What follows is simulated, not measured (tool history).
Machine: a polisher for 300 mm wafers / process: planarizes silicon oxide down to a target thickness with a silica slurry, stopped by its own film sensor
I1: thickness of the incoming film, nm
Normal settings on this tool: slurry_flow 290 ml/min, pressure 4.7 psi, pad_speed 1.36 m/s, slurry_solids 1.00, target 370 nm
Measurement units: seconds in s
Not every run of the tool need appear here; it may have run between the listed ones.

{"run": 1, "hour": 0.0, "slurry_flow": 290, "pressure": 4.7, "pad_speed": 1.36, "slurry_solids": 1.0, "target": 370, "I1": 968.7, "seconds": 113.6}
{"run": 2, "hour": 66.6, "slurry_flow": 290, "pressure": 4.7, "pad_speed": 1.36, "slurry_solids": 1.0, "target": 370, "I1": 947.0, "seconds": 109.9}
{"run": 3, "hour": 162.9, "slurry_flow": 290, "pressure": 4.7, "pad_speed": 1.36, "slurry_solids": 1.0, "target": 370, "I1": 963.5, "seconds": 113.2}
{"hour": 177.1, "done": "conditioning disc replaced and pad reconditioned"}
{"run": 4, "hour": 219.9, "slurry_flow": 290, "pressure": 3.6, "pad_speed": 1.36, "slurry_solids": 1.0, "target": 370, "I1": 964.3, "seconds": 141.6}
{"hour": 256.4, "done": "worn pad replaced by a new one"}
{"run": 5, "hour": 281.6, "slurry_flow": 290, "pressure": 4.7, "pad_speed": 1.36, "slurry_solids": 1.0, "target": 370, "I1": 949.9, "seconds": 115.0}
{"run": 6, "hour": 314.1, "slurry_flow": 290, "pressure": 4.7, "pad_speed": 1.36, "slurry_solids": 1.0, "target": 370, "I1": 939.9, "seconds": 110.4}
{"hour": 358.3, "done": "slurry blender recalibrated"}
{"hour": 411.5, "done": "slurry nozzle cleaned"}
{"run": 7, "hour": 495.1, "slurry_flow": 215, "pressure": 3.3, "pad_speed": 1.24, "slurry_solids": 1.1, "target": 370, "I1": 941.4, "seconds": 144.5}
{"run": 8, "hour": 541.7, "slurry_flow": 360, "pressure": 4.7, "pad_speed": 1.36, "slurry_solids": 1.0, "target": 214, "I1": 934.9, "seconds": 131.0}
{"run": 9, "hour": 613.5, "slurry_flow": 385, "pressure": 3.7, "pad_speed": 1.7, "slurry_solids": 0.9, "target": 370, "I1": 937.3, "seconds": 113.4}
{"hour": 616.0, "done": "conditioning disc replaced and pad reconditioned"}
{"run": 10, "hour": 677.9, "slurry_flow": 240, "pressure": 5.5, "pad_speed": 0.96, "slurry_solids": 1.2, "target": 370, "I1": 959.4, "seconds": 120.2}
{"hour": 702.0, "done": "worn pad replaced by a new one"}
{"run": 11, "hour": 703.0, "slurry_flow": 290, "pressure": 4.3, "pad_speed": 1.36, "slurry_solids": 1.2, "target": 489, "I1": 931.0, "seconds": 80.8}
{"run": 12, "hour": 735.9, "slurry_flow": 240, "pressure": 5.9, "pad_speed": 1.72, "slurry_solids": 1.25, "target": 370, "I1": 950.3, "seconds": 69.5}
{"hour": 751.5, "done": "head pressure recalibrated"}
{"hour": 760.4, "done": "slurry blender recalibrated"}
{"run": 13, "hour": 778.1, "slurry_flow": 230, "pressure": 3.2, "pad_speed": 1.16, "slurry_solids": 1.1, "target": 370, "I1": 961.6, "seconds": 165.4}
{"run": 14, "hour": 821.3, "slurry_flow": 290, "pressure": 4.7, "pad_speed": 1.36, "slurry_solids": 0.9, "target": 370, "I1": 948.6, "seconds": 126.0}
{"hour": 891.2, "done": "slurry nozzle cleaned"}
{"run": 15, "hour": 893.1, "slurry_flow": 290, "pressure": 4.7, "pad_speed": 1.36, "slurry_solids": 1.0, "target": 370, "I1": 952.7, "seconds": 105.7}
{"run": 16, "hour": 931.4, "slurry_flow": 290, "pressure": 5.2, "pad_speed": 1.36, "slurry_solids": 1.15, "target": 370, "I1": 950.4, "seconds": 89.0}
{"run": 17, "hour": 994.0, "slurry_flow": 290, "pressure": 4.7, "pad_speed": 1.36, "slurry_solids": 1.0, "target": 370, "I1": 947.2, "seconds": 107.6}
{"run": 18, "hour": 1031.8, "slurry_flow": 220, "pressure": 5.9, "pad_speed": 1.36, "slurry_solids": 1.0, "target": 279, "I1": 949.5, "seconds": 111.9}
{"hour": 1045.1, "done": "conditioning disc replaced and pad reconditioned"}
{"run": 19, "hour": 1077.2, "slurry_flow": 360, "pressure": 4.7, "pad_speed": 1.5, "slurry_solids": 1.2, "target": 540, "I1": 953.0, "seconds": 61.0}
{"run": 20, "hour": 1107.3, "slurry_flow": 290, "pressure": 5.3, "pad_speed": 1.36, "slurry_solids": 1.15, "target": 370, "I1": 958.2, "seconds": 91.8}
{"hour": 1124.5, "done": "worn pad replaced by a new one"}
{"hour": 1148.2, "done": "slurry blender recalibrated"}
{"run": 21, "hour": 1168.7, "slurry_flow": 290, "pressure": 4.7, "pad_speed": 1.36, "slurry_solids": 1.1, "target": 370, "I1": 959.4, "seconds": 107.2}
{"run": 22, "hour": 1299.7, "slurry_flow": 290, "pressure": 5.1, "pad_speed": 1.36, "slurry_solids": 1.0, "target": 370, "I1": 946.8, "seconds": 105.3}
{"hour": 1325.8, "done": "slurry nozzle cleaned"}
{"run": 23, "hour": 1329.1, "slurry_flow": 225, "pressure": 4.2, "pad_speed": 1.36, "slurry_solids": 1.0, "target": 370, "I1": 947.2, "seconds": 118.8}
{"run": 24, "hour": 1363.1, "slurry_flow": 290, "pressure": 4.7, "pad_speed": 1.06, "slurry_solids": 1.0, "target": 298, "I1": 956.3, "seconds": 147.9}

Forecast each of these 5 alternatives for the next run:
{"run": "A", "hour": 1363.6, "slurry_flow": 290, "pressure": 4.7, "pad_speed": 1.36, "slurry_solids": 1.0, "target": 370, "I1": 954.0, "seconds": "?"}
{"run": "B", "hour": 1363.6, "slurry_flow": 210, "pressure": 3.8, "pad_speed": 1.5, "slurry_solids": 0.9, "target": 370, "I1": 954.0, "seconds": "?"}
{"run": "C", "hour": 1363.6, "slurry_flow": 320, "pressure": 4.7, "pad_speed": 1.36, "slurry_solids": 0.7, "target": 466, "I1": 954.0, "seconds": "?"}
{"run": "D", "hour": 1363.6, "slurry_flow": 290, "pressure": 4.7, "pad_speed": 1.36, "slurry_solids": 1.25, "target": 261, "I1": 954.0, "seconds": "?"}
{"run": "E", "hour": 1363.6, "slurry_flow": 340, "pressure": 4.7, "pad_speed": 1.7, "slurry_solids": 1.0, "target": 167, "I1": 954.0, "seconds": "?"}

run=A seconds=105.6
run=B seconds=130.2
run=C seconds=128.6
run=D seconds=108.3
run=E seconds=117.1
Without the tool's unlogged condition, the same runs would have read:
run=A seconds=104.4
run=B seconds=128.0
run=C seconds=127.2
run=D seconds=107.0
run=E seconds=115.9
